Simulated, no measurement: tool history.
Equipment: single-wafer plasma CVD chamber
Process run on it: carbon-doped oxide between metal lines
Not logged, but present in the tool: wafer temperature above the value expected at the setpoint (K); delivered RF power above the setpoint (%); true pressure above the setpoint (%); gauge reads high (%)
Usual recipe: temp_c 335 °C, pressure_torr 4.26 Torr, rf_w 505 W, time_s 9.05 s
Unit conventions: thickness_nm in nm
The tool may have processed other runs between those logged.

run   hour  temp_c  pressure_torr  rf_w  time_s  wafers since the last listed run  hours since the last thermocouple change  hours since the last RF generator calibration  hours since the last manometer calibration  hours since the showerhead was replaced  hours since the gauge calibration  read-back reference wafer on the same gauge, thickness_nm  thickness_nm
  1      0     345           4.51   505    9.05                                 0                                    2140.5                                         1853.1                                      1112.8                                   5906.7                               35.8                                                     43.588        48.468
  2   11.8     345           4.51   505    9.05                               327                                    2152.3                                         1864.9                                      1124.6                                   5918.5                               47.6                                                     43.598        48.571
  3   18.7     335           4.26   505    9.05                               191                                    2159.2                                         1871.8                                      1131.5                                   5925.4                               54.5                                                     43.609        49.559
  4     27     335           4.26   505    9.05                               230                                    2167.5                                         1880.1                                      1139.8                                   5933.7                               62.8                                                     43.599        49.615
  5   43.5     335           4.26   505    9.05                               457                                      2184                                         1896.6                                      1156.3                                   5950.2                               79.3                                                     43.603        49.581
  6     57     335           4.26   545    9.05                               374                                    2197.5                                         1910.1                                      1169.8                                   5963.7                               92.8                                                     43.604         53.42
  7   67.6     335           3.57   505    9.05                               294                                    2208.1                                         1920.7                                      1180.4                                   5974.3                              103.4                                                     43.599        48.764
  8   74.9     335           4.26   505    9.05                               202                                    2215.4                                           1928                                      1187.7                                   5981.6                              110.7                                                     43.585        49.547
  9   87.5     335            4.8   505    9.05                               349                                      2228                                         1940.6                                      1200.3                                   5994.2                              123.3                                                     43.598        50.017
      95.7  -- capacitance manometer re-zeroed and calibrated
 10   97.1     335           4.26   505    9.05                                44                                    2237.6                                         1950.2                                         1.4                                   6003.8                              132.9                                                     43.598        49.535
 11  112.4     335           4.26   505    9.05                               424                                    2252.9                                         1965.5                                        16.7                                   6019.1                              148.2                                                     43.589         49.29
 12  125.9     335           4.26   505    9.05                               374                                    2266.4                                           1979                                        30.2                                   6032.6                              161.7                                                     43.609        49.236
     135.8  -- gauge calibrated
 13  142.9     340           4.26   505    9.05                               471                                    2283.4                                           1996                                        47.2                                   6049.6                                7.1                                                     43.604        48.545
     168.1  -- showerhead replaced
       173  -- RF generator calibrated
 14  173.5     335           4.26   505    9.05                               489                                      2314                                            0.5                                        77.8                                      5.4                               37.7                                                     43.599        45.893
     182.5  -- thermocouple changed; heater temperature recalibrated
 15    183     330           3.52   545   10.46                                41                                       0.5                                             10                                        87.3                                     14.9                               47.2                                                      43.61        57.409
 16  189.5     335           5.05   505    9.05                               180                                         7                                           16.5                                        93.8                                     21.4                               53.7                                                     43.621        46.882
 17  195.7     335           4.26   505    9.05                               172                                      13.2                                           22.7                                         100                                     27.6                               59.9                                                     43.601         46.16
     207.5  -- RF generator calibrated, repeated, since the last time left the tool worse
 18    208     345           4.26   505    9.05                               119                                      25.5                                            0.5                                       112.3                                     39.9                               72.2                                                     43.608        50.401
 19  216.8     335           3.91   545    9.05                               244                                      34.3                                            9.3                                       121.1                                     48.7                                 81                                                     43.599        55.109
 20  228.1     335           4.26   505    9.67                               313                                      45.6                                           20.6                                       132.4                                       60                               92.3                                                     43.614        55.091
 21    240     335           4.26   480    9.05                               330                                      57.5                                           32.5                                       144.3                                     71.9                              104.2                                                     43.603         49.15
 22  247.4     335           4.26   505    9.05                               205                                      64.9                                           39.9                                       151.7                                     79.3                              111.6                                                     43.604        51.839
 23  255.7     335           4.26   505    9.05                               230                                      73.2                                           48.2                                         160                                     87.6                              119.9                                                     43.588        51.792
 24  267.6     325           4.26   505     9.9                               330                                      85.1                                           60.1                                       171.9                                     99.5                              131.8                                                     43.618         58.16

Predict each of these 5 candidate next runs independently; none follows another, all start after run 24:
  A   268     326           4.26   505    9.05                                11                                      85.5                                           60.5                                       172.3                                     99.9                              132.2                                                          ?             ?
  B   268     341           4.26   505    9.05                                11                                      85.5                                           60.5                                       172.3                                     99.9                              132.2                                                          ?             ?
  C   268     335           5.19   505    9.05                                11                                      85.5                                           60.5                                       172.3                                     99.9                              132.2                                                          ?             ?
  D   268     335           4.26   505    8.56                                11                                      85.5                                           60.5                                       172.3                                     99.9                              132.2                                                          ?             ?
  E   268     335           4.97   505    9.05                                11                                      85.5                                           60.5                                       172.3                                     99.9                              132.2                                                          ?             ?

run  read-back reference wafer on the same gauge, thickness_nm  thickness_nm
  A                                                     43.598        53.274
  B                                                     43.598        50.954
  C                                                     43.598        52.949
  D                                                     43.598        49.075
  E                                                     43.598        52.693
Take away the tool's hidden state, keep each run's random variation, and the runs would have read:
run  thickness_nm
  A        53.396
  B        51.071
  C         53.07
  D        49.187
  E        52.814
